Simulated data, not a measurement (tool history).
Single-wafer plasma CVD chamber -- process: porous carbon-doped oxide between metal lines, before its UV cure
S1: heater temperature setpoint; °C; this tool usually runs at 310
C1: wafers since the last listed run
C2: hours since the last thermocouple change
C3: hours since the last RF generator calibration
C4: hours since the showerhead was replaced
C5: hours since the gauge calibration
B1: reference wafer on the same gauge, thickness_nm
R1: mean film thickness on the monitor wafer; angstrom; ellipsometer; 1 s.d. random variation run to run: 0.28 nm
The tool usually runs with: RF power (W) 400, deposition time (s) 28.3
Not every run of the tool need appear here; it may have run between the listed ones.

{"run": 1, "hour": 0.0, "S1": 310, "RF power (W)": 400, "deposition time (s)": 24.6, "C1": 0, "C2": 1514.5, "C3": 430.7, "C4": 3214.1, "C5": 2124.2, "B1": 107.009, "R1": 1037.73}
{"run": 2, "hour": 68.1, "S1": 310, "RF power (W)": 400, "deposition time (s)": 28.3, "C1": 1378, "C2": 1582.6, "C3": 498.8, "C4": 3282.2, "C5": 2192.3, "B1": 107.018, "R1": 1188.88}
{"run": 3, "hour": 158.8, "S1": 310, "RF power (W)": 400, "deposition time (s)": 31.8, "C1": 1835, "C2": 1673.3, "C3": 589.5, "C4": 3372.9, "C5": 2283, "B1": 106.936, "R1": 1324.77}
{"run": 4, "hour": 228.4, "S1": 310, "RF power (W)": 400, "deposition time (s)": 31.8, "C1": 1408, "C2": 1742.9, "C3": 659.1, "C4": 3442.5, "C5": 2352.6, "B1": 106.92, "R1": 1337.01}
{"run": 5, "hour": 282.3, "S1": 310, "RF power (W)": 400, "deposition time (s)": 28.3, "C1": 1090, "C2": 1796.8, "C3": 713, "C4": 3496.4, "C5": 2406.5, "B1": 107.048, "R1": 1197.11}
{"run": 6, "hour": 364.3, "S1": 310, "RF power (W)": 400, "deposition time (s)": 28.3, "C1": 1659, "C2": 1878.8, "C3": 795, "C4": 3578.4, "C5": 2488.5, "B1": 107.056, "R1": 1196.9}
{"run": 7, "hour": 629.3, "S1": 310, "RF power (W)": 400, "deposition time (s)": 28.3, "C1": 5363, "C2": 2143.8, "C3": 1060, "C4": 3843.4, "C5": 2753.5, "B1": 106.946, "R1": 1202.46}
{"run": 8, "hour": 717.0, "S1": 310, "RF power (W)": 400, "deposition time (s)": 28.3, "C1": 1775, "C2": 2231.5, "C3": 1147.7, "C4": 3931.1, "C5": 2841.2, "B1": 106.968, "R1": 1203.95}
{"hour": 738.9, "done": "thermocouple changed; heater temperature recalibrated"}
{"run": 9, "hour": 778.3, "S1": 310, "RF power (W)": 400, "deposition time (s)": 28.3, "C1": 1078, "C2": 39.4, "C3": 1209, "C4": 3992.4, "C5": 2902.5, "B1": 106.953, "R1": 1166.87}
{"hour": 784.5, "done": "gauge calibrated"}
{"run": 10, "hour": 853.8, "S1": 310, "RF power (W)": 400, "deposition time (s)": 28.3, "C1": 1528, "C2": 114.9, "C3": 1284.5, "C4": 4067.9, "C5": 69.3, "B1": 106.951, "R1": 1158.27}
{"run": 11, "hour": 889.9, "S1": 310, "RF power (W)": 400, "deposition time (s)": 26.5, "C1": 730, "C2": 151, "C3": 1320.6, "C4": 4104, "C5": 105.4, "B1": 107.028, "R1": 1085.92}
{"run": 12, "hour": 983.0, "S1": 310, "RF power (W)": 400, "deposition time (s)": 26.5, "C1": 1884, "C2": 244.1, "C3": 1413.7, "C4": 4197.1, "C5": 198.5, "B1": 107.114, "R1": 1089.32}
{"run": 13, "hour": 1060.6, "S1": 310, "RF power (W)": 400, "deposition time (s)": 26.5, "C1": 1570, "C2": 321.7, "C3": 1491.3, "C4": 4274.7, "C5": 276.1, "B1": 106.908, "R1": 1086.2}
{"run": 14, "hour": 1111.9, "S1": 310, "RF power (W)": 400, "deposition time (s)": 28.3, "C1": 1038, "C2": 373, "C3": 1542.6, "C4": 4326, "C5": 327.4, "B1": 106.991, "R1": 1162.7}
{"hour": 1135.1, "done": "showerhead replaced"}
{"run": 15, "hour": 1152.7, "S1": 310, "RF power (W)": 400, "deposition time (s)": 28.3, "C1": 663, "C2": 413.8, "C3": 1583.4, "C4": 17.6, "C5": 368.2, "B1": 107.024, "R1": 1163.37}
{"run": 16, "hour": 1197.9, "S1": 317, "RF power (W)": 320, "deposition time (s)": 30.1, "C1": 914, "C2": 459, "C3": 1628.6, "C4": 62.8, "C5": 413.4, "B1": 106.977, "R1": 947.43}
{"run": 17, "hour": 1238.6, "S1": 319, "RF power (W)": 325, "deposition time (s)": 30, "C1": 823, "C2": 499.7, "C3": 1669.3, "C4": 103.5, "C5": 454.1, "B1": 107.08, "R1": 953.19}

Estimate the outcome of run 18 from the log above:
{"run": 18, "hour": 1279.0, "S1": 316, "RF power (W)": 370, "deposition time (s)": 24.1, "C1": 817, "C2": 540.1, "C3": 1709.7, "C4": 143.9, "C5": 494.5, "B1": "?", "R1": "?"}

{"run 18": {"B1": 106.995, "R1": 898.47}}
Take away the tool's hidden state, keep the run-to-run variation as it was, and the same run would have given R1 907.42 angstrom.
